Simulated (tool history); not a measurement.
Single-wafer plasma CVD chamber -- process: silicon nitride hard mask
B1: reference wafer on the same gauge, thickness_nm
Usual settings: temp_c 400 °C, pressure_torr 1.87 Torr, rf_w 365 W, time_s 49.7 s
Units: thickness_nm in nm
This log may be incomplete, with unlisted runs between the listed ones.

{"run": 1, "day": 0.0, "temp_c": 400, "pressure_torr": 1.5, "rf_w": 365, "time_s": 49.7, "B1": 60.705, "thickness_nm": 57.82}
{"run": 2, "day": 0.362, "temp_c": 400, "pressure_torr": 1.5, "rf_w": 365, "time_s": 49.7, "B1": 60.663, "thickness_nm": 57.718}
{"run": 3, "day": 0.967, "temp_c": 400, "pressure_torr": 1.87, "rf_w": 365, "time_s": 49.7, "B1": 60.658, "thickness_nm": 61.479}
{"day": 1.754, "done": "gauge calibrated"}
{"run": 4, "day": 2.804, "temp_c": 400, "pressure_torr": 1.87, "rf_w": 365, "time_s": 49.7, "B1": 60.701, "thickness_nm": 61.236}
{"run": 5, "day": 3.212, "temp_c": 400, "pressure_torr": 1.87, "rf_w": 365, "time_s": 49.7, "B1": 60.698, "thickness_nm": 61.262}
{"run": 6, "day": 3.912, "temp_c": 400, "pressure_torr": 1.87, "rf_w": 365, "time_s": 49.7, "B1": 60.704, "thickness_nm": 61.058}
{"run": 7, "day": 4.5, "temp_c": 400, "pressure_torr": 1.87, "rf_w": 365, "time_s": 49.7, "B1": 60.704, "thickness_nm": 61.146}
{"run": 8, "day": 4.8, "temp_c": 395, "pressure_torr": 1.87, "rf_w": 365, "time_s": 49.7, "B1": 60.716, "thickness_nm": 61.212}
{"run": 9, "day": 5.433, "temp_c": 400, "pressure_torr": 1.87, "rf_w": 365, "time_s": 49.7, "B1": 60.699, "thickness_nm": 61.133}
{"run": 10, "day": 6.179, "temp_c": 400, "pressure_torr": 1.87, "rf_w": 365, "time_s": 49.7, "B1": 60.708, "thickness_nm": 61}
{"run": 11, "day": 6.842, "temp_c": 400, "pressure_torr": 1.87, "rf_w": 365, "time_s": 49.7, "B1": 60.712, "thickness_nm": 61.142}
{"day": 7.212, "done": "capacitance manometer re-zeroed and calibrated"}
{"run": 12, "day": 7.233, "temp_c": 400, "pressure_torr": 1.87, "rf_w": 365, "time_s": 49.7, "B1": 60.714, "thickness_nm": 62.323}
{"day": 7.938, "done": "showerhead replaced"}
{"run": 13, "day": 7.958, "temp_c": 400, "pressure_torr": 1.87, "rf_w": 365, "time_s": 49.7, "B1": 60.699, "thickness_nm": 62.324}
{"run": 14, "day": 8.346, "temp_c": 395, "pressure_torr": 1.66, "rf_w": 300, "time_s": 49.7, "B1": 60.721, "thickness_nm": 55.145}
{"day": 8.975, "done": "RF generator calibrated"}
{"run": 15, "day": 8.996, "temp_c": 400, "pressure_torr": 1.58, "rf_w": 365, "time_s": 39.9, "B1": 60.704, "thickness_nm": 49.495}
{"run": 16, "day": 9.179, "temp_c": 400, "pressure_torr": 1.87, "rf_w": 365, "time_s": 49.7, "B1": 60.704, "thickness_nm": 64.584}
{"day": 9.308, "done": "gauge calibrated"}
{"day": 9.85, "done": "thermocouple changed; heater temperature recalibrated"}
{"run": 17, "day": 9.871, "temp_c": 400, "pressure_torr": 1.87, "rf_w": 365, "time_s": 49.7, "B1": 60.697, "thickness_nm": 64.441}
{"run": 18, "day": 10.404, "temp_c": 414, "pressure_torr": 1.87, "rf_w": 365, "time_s": 49.7, "B1": 60.679, "thickness_nm": 64.132}
{"run": 19, "day": 10.908, "temp_c": 400, "pressure_torr": 1.87, "rf_w": 365, "time_s": 55.4, "B1": 60.67, "thickness_nm": 71.814}
{"run": 20, "day": 11.346, "temp_c": 400, "pressure_torr": 1.42, "rf_w": 430, "time_s": 44.1, "B1": 60.675, "thickness_nm": 56.751}
{"run": 21, "day": 12.05, "temp_c": 400, "pressure_torr": 1.74, "rf_w": 365, "time_s": 49.7, "B1": 60.687, "thickness_nm": 63.114}
{"run": 22, "day": 12.508, "temp_c": 405, "pressure_torr": 1.87, "rf_w": 365, "time_s": 49.7, "B1": 60.713, "thickness_nm": 64.399}
{"run": 23, "day": 12.908, "temp_c": 400, "pressure_torr": 1.87, "rf_w": 365, "time_s": 49.7, "B1": 60.698, "thickness_nm": 64.284}
{"run": 24, "day": 13.4, "temp_c": 400, "pressure_torr": 1.87, "rf_w": 365, "time_s": 59.3, "B1": 60.707, "thickness_nm": 76.744}
{"run": 25, "day": 14.675, "temp_c": 394, "pressure_torr": 2.17, "rf_w": 405, "time_s": 49.7, "B1": 60.701, "thickness_nm": 70.212}
{"run": 26, "day": 15.042, "temp_c": 388, "pressure_torr": 1.65, "rf_w": 325, "time_s": 49.7, "B1": 60.693, "thickness_nm": 59.316}
{"run": 27, "day": 15.458, "temp_c": 400, "pressure_torr": 2.26, "rf_w": 365, "time_s": 46.6, "B1": 60.698, "thickness_nm": 63.3}

4 ways to go on from here, each from the tool as it stands after run 27. What would each give?
{"run": "A", "day": 15.475, "temp_c": 400, "pressure_torr": 1.87, "rf_w": 365, "time_s": 49.7, "B1": "?", "thickness_nm": "?"}
{"run": "B", "day": 15.475, "temp_c": 394, "pressure_torr": 1.87, "rf_w": 365, "time_s": 49.7, "B1": "?", "thickness_nm": "?"}
{"run": "C", "day": 15.475, "temp_c": 400, "pressure_torr": 1.58, "rf_w": 365, "time_s": 52.9, "B1": "?", "thickness_nm": "?"}
{"run": "D", "day": 15.475, "temp_c": 413, "pressure_torr": 1.7, "rf_w": 335, "time_s": 49.7, "B1": "?", "thickness_nm": "?"}

run=A B1=60.727 thickness_nm=64.134
run=B B1=60.727 thickness_nm=64.28
run=C B1=60.727 thickness_nm=65.121
run=D B1=60.727 thickness_nm=59.805
Had the tool no hidden state, the same runs would have come out as:
run=A thickness_nm=64.728
run=B thickness_nm=64.876
run=C thickness_nm=65.733
run=D thickness_nm=60.36
